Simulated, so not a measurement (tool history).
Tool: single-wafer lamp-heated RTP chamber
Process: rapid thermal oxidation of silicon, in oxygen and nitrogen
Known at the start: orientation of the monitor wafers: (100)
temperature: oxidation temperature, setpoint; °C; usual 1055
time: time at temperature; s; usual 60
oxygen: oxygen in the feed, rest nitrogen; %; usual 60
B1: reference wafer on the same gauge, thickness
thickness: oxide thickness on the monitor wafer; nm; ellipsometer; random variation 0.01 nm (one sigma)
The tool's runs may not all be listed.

Run 1, day 0.000: usual settings; B1 6.872. Result: thickness 6.989 nm.
Run 2, day 1.154: usual settings; B1 6.870. Result: thickness 7.015 nm.
At day 1.612: pyrometer window cleaned and pyrometer calibrated.
Run 3, day 2.396: usual settings but temperature 1037 °C, oxygen 48 %; B1 6.872. Result: thickness 5.658 nm.
Run 4, day 3.533: usual settings but temperature 1037 °C, oxygen 48 %; B1 6.869. Result: thickness 5.659 nm.
Run 5, day 12.225: usual settings; B1 6.873. Result: thickness 6.959 nm.
Run 6, day 14.629: usual settings; B1 6.871. Result: thickness 6.996 nm.
Run 7, day 15.850: usual settings; B1 6.870. Result: thickness 7.008 nm.
Run 8, day 18.508: usual settings; B1 6.874. Result: thickness 7.010 nm.
At day 18.883: pyrometer window cleaned and pyrometer calibrated.
Run 9, day 21.129: usual settings but temperature 1041 °C; B1 6.871. Result: thickness 6.304 nm.
Run 10, day 27.558: usual settings but temperature 1041 °C; B1 6.868. Result: thickness 6.316 nm.
Run 11, day 29.975: usual settings but temperature 1076 °C; B1 6.869. Result: thickness 7.991 nm.
Run 12, day 31.325: usual settings; B1 6.865. Result: thickness 6.976 nm.
Run 13, day 33.550: usual settings; B1 6.864. Result: thickness 6.993 nm.
Run 14, day 35.758: usual settings; B1 6.870. Result: thickness 7.032 nm.
At day 36.562: gauge calibrated.
Run 15, day 38.121: usual settings but time 84 s, oxygen 84 %; B1 6.871. Result: thickness 9.248 nm.
At day 39.092: pyrometer window cleaned and pyrometer calibrated.
Run 16, day 40.896: usual settings; B1 6.866. Result: thickness 6.918 nm.
Run 17, day 42.975: usual settings but time 46 s, oxygen 37 %; B1 6.869. Result: thickness 5.224 nm.
Run 18, day 44.596: usual settings but temperature 1083 °C, oxygen 51 %; B1 6.873. Result: thickness 7.881 nm.
Run 19, day 46.700: usual settings but temperature 1080 °C, time 81 s; B1 6.870. Result: thickness 9.374 nm.
At day 47.971: oxygen flow controller replaced.
Run 20, day 52.462: usual settings; B1 6.873. Result: thickness 6.975 nm.
Run 21, day 54.125: usual settings but time 37 s, oxygen 47 %; B1 6.866. Result: thickness 5.211 nm.
Run 22, day 56.004: usual settings but time 73 s; B1 6.870. Result: thickness 7.666 nm.
Run 23, day 57.171: usual settings but oxygen 69 %; B1 6.868. Result: thickness 7.369 nm.
At day 60.188: pyrometer window cleaned and pyrometer calibrated.
Run 24, day 60.208: usual settings; B1 6.868. Result: thickness 6.932 nm.
Run 25, day 61.296: usual settings but time 44 s; B1 6.868. Result: thickness 6.054 nm.
Run 26, day 62.600: usual settings; B1 6.871. Result: thickness 6.915 nm.
Run 27, day 64.512: usual settings; B1 6.867. Result: thickness 6.930 nm.
Run 28, day 67.046: usual settings but temperature 1034 °C, oxygen 37 %; B1 6.868. Result: thickness 5.091 nm.
Run 29, day 68.438: usual settings; B1 6.871. Result: thickness 6.951 nm.

Forecast each of these 3 alternatives for the next run:
Run A, day 68.458: usual settings; B1 ?. Result: thickness ?.
Run B, day 68.458: usual settings but temperature 1041 °C, time 45 s; B1 ?. Result: thickness ?.
Run C, day 68.458: usual settings but time 31 s; B1 ?. Result: thickness ?.

run     B1  thickness
  A  6.871      6.931
  B  6.871      5.556
  C  6.871      5.208
Without the tool's hidden state the same runs would have given:
run  thickness
  A      6.898
  B      5.529
  C      5.184
